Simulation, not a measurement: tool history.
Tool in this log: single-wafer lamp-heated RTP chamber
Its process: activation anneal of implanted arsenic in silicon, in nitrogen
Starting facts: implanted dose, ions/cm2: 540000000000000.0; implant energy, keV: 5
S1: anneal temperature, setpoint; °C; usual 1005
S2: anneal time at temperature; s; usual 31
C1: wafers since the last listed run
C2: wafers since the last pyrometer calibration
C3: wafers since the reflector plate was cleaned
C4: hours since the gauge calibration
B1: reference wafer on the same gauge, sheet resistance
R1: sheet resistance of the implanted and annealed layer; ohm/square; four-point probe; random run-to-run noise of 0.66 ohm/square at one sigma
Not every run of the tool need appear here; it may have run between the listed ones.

Run 1, hour 0: usual settings; C1 0; C2 931; C3 3902; C4 172.2; B1 215.03. Result: R1 224.09 ohm/square.
Run 2, hour 17.7: usual settings; C1 370; C2 1301; C3 4273; C4 189.9; B1 214.97. Result: R1 222.87 ohm/square.
Run 3, hour 35: usual settings; C1 361; C2 1663; C3 4635; C4 207.2; B1 215.02. Result: R1 222.82 ohm/square.
At hour 46.2: pyrometer window cleaned and pyrometer calibrated.
Run 4, hour 52.1: usual settings but S1 998 °C; C1 190; C2 122; C3 4825; C4 224.3; B1 214.96. Result: R1 228.42 ohm/square.
Run 5, hour 60.5: usual settings but S1 998 °C; C1 175; C2 298; C3 5001; C4 232.7; B1 214.93. Result: R1 229.11 ohm/square.
Run 6, hour 72.7: usual settings but S1 998 °C; C1 255; C2 553; C3 5256; C4 244.9; B1 214.69. Result: R1 228.28 ohm/square.
Run 7, hour 87.4: usual settings but S1 991 °C; C1 307; C2 861; C3 5564; C4 259.6; B1 214.71. Result: R1 230.51 ohm/square.
Run 8, hour 100: usual settings but S1 1023 °C; C1 263; C2 1124; C3 5827; C4 272.2; B1 214.97. Result: R1 214.24 ohm/square.
Run 9, hour 109.8: usual settings but S1 1023 °C; C1 205; C2 1330; C3 6032; C4 282; B1 214.99. Result: R1 214.24 ohm/square.
Run 10, hour 124.2: usual settings but S1 1023 °C; C1 301; C2 1631; C3 6334; C4 296.4; B1 214.76. Result: R1 212.88 ohm/square.
Run 11, hour 139.8: usual settings; C1 326; C2 1957; C3 6660; C4 312; B1 215.12. Result: R1 221.59 ohm/square.
At hour 154: pyrometer window cleaned and pyrometer calibrated.
Run 12, hour 157: usual settings; C1 192; C2 63; C3 6853; C4 329.2; B1 215.45. Result: R1 225.99 ohm/square.
Run 13, hour 169.9: usual settings; C1 269; C2 333; C3 7123; C4 342.1; B1 215.05. Result: R1 224.2 ohm/square.
Run 14, hour 176.7: usual settings but S1 1024 °C; C1 142; C2 475; C3 7265; C4 348.9; B1 215. Result: R1 215.62 ohm/square.
Run 15, hour 188.3: usual settings but S1 1024 °C; C1 242; C2 718; C3 7508; C4 360.5; B1 214.76. Result: R1 215.45 ohm/square.
Run 16, hour 203.1: usual settings but S1 1024 °C; C1 309; C2 1027; C3 7817; C4 375.3; B1 215.3. Result: R1 213.12 ohm/square.
Run 17, hour 209.3: usual settings but S2 25 s; C1 129; C2 1157; C3 7947; C4 381.5; B1 214.95. Result: R1 226.56 ohm/square.
Run 18, hour 221.3: usual settings but S1 989 °C, S2 38 s; C1 251; C2 1408; C3 8198; C4 393.5; B1 215.21. Result: R1 224.8 ohm/square.
At hour 237.4: pyrometer window cleaned and pyrometer calibrated.
Run 19, hour 237.9: usual settings but S1 993 °C; C1 179; C2 10; C3 8378; C4 410.1; B1 214.98. Result: R1 230.26 ohm/square.
Run 20, hour 243.1: usual settings but S1 1024 °C, S2 22 s; C1 108; C2 119; C3 8487; C4 415.3; B1 215.13. Result: R1 222.48 ohm/square.
Run 21, hour 254.6: usual settings but S1 988 °C; C1 240; C2 359; C3 8727; C4 426.8; B1 214.9. Result: R1 233.05 ohm/square.
Run 22, hour 263: usual settings but S1 989 °C, S2 38 s; C1 175; C2 535; C3 8903; C4 435.2; B1 214.99. Result: R1 226.98 ohm/square.
At hour 275.8: gauge calibrated.
Run 23, hour 279.4: usual settings; C1 343; C2 878; C3 9246; C4 3.6; B1 215.04. Result: R1 222.92 ohm/square.
Run 24, hour 292.2: usual settings but S2 14 s; C1 267; C2 1146; C3 9514; C4 16.4; B1 215.13. Result: R1 241.48 ohm/square.
Run 25, hour 299.8: usual settings but S1 988 °C, S2 41 s; C1 159; C2 1305; C3 9673; C4 24; B1 215.19. Result: R1 223.48 ohm/square.
At hour 312.6: reflector plate cleaned.
Run 26, hour 315.3: usual settings but S1 1022 °C, S2 19 s; C1 156; C2 1462; C3 56; C4 39.5; B1 215.21. Result: R1 225.35 ohm/square.
Run 27, hour 325.9: usual settings but S2 38 s; C1 221; C2 1684; C3 278; C4 50.1; B1 215.1. Result: R1 219.64 ohm/square.
Run 28, hour 334.4: usual settings but S1 1021 °C, S2 39 s; C1 177; C2 1862; C3 456; C4 58.6; B1 215.07. Result: R1 211.59 ohm/square.
At hour 348.4: pyrometer window cleaned and pyrometer calibrated.
Run 29, hour 349: usual settings but S1 995 °C; C1 138; C2 12; C3 594; C4 73.2; B1 214.95. Result: R1 231.63 ohm/square.
Run 30, hour 359.1: usual settings but S1 975 °C, S2 41 s; C1 211; C2 223; C3 805; C4 83.3; B1 214.87. Result: R1 238.39 ohm/square.
Run 31, hour 371.8: usual settings but S1 1024 °C; C1 265; C2 489; C3 1071; C4 96; B1 215.07. Result: R1 217.16 ohm/square.
Run 32, hour 384: usual settings; C1 255; C2 745; C3 1326; C4 108.2; B1 215.21. Result: R1 224.84 ohm/square.
Run 33, hour 397.7: usual settings but S1 1022 °C, S2 22 s; C1 286; C2 1031; C3 1613; C4 121.9; B1 215.07. Result: R1 223.68 ohm/square.
At hour 443.4: pyrometer window cleaned and pyrometer calibrated.
Run 34, hour 443.9: usual settings but S1 1027 °C, S2 16 s; C1 799; C2 10; C3 2412; C4 168.1; B1 214.9. Result: R1 229.91 ohm/square.
Run 35, hour 462.6: usual settings but S1 1031 °C, S2 26 s; C1 391; C2 401; C3 2803; C4 186.8; B1 214.77. Result: R1 216.9 ohm/square.
Run 36, hour 477: usual settings but S1 1014 °C, S2 42 s; C1 301; C2 703; C3 3105; C4 201.2; B1 214.99. Result: R1 213.64 ohm/square.

Per-run results on a tool with no hidden state, each run keeping its own random variation:
What the log doesn't record here: true wafer temperature minus pyrometer reading, K; wafer temperature error from the tarnished reflector plate, K; gauge reads high (%).
run      R1
  1  226.75
  2  226.27
  3  226.96
  4  230.35
  5  231.45
  6  231.19
  7  234.42
  8  217.86
  9  218.28
 10   217.5
 11  227.26
 12  228.13
 13  226.92
 14  218.43
 15  218.76
 16  217.04
 17  231.47
 18  230.37
 19  232.93
 20  225.05
 21  236.88
 22  230.92
 23  227.25
 24  248.02
 25  229.21
 26  228.77
 27  223.09
 28  215.18
 29  232.24
 30  239.74
 31  218.51
 32   226.8
 33   226.2
 34  230.54
 35  218.18
 36  215.37

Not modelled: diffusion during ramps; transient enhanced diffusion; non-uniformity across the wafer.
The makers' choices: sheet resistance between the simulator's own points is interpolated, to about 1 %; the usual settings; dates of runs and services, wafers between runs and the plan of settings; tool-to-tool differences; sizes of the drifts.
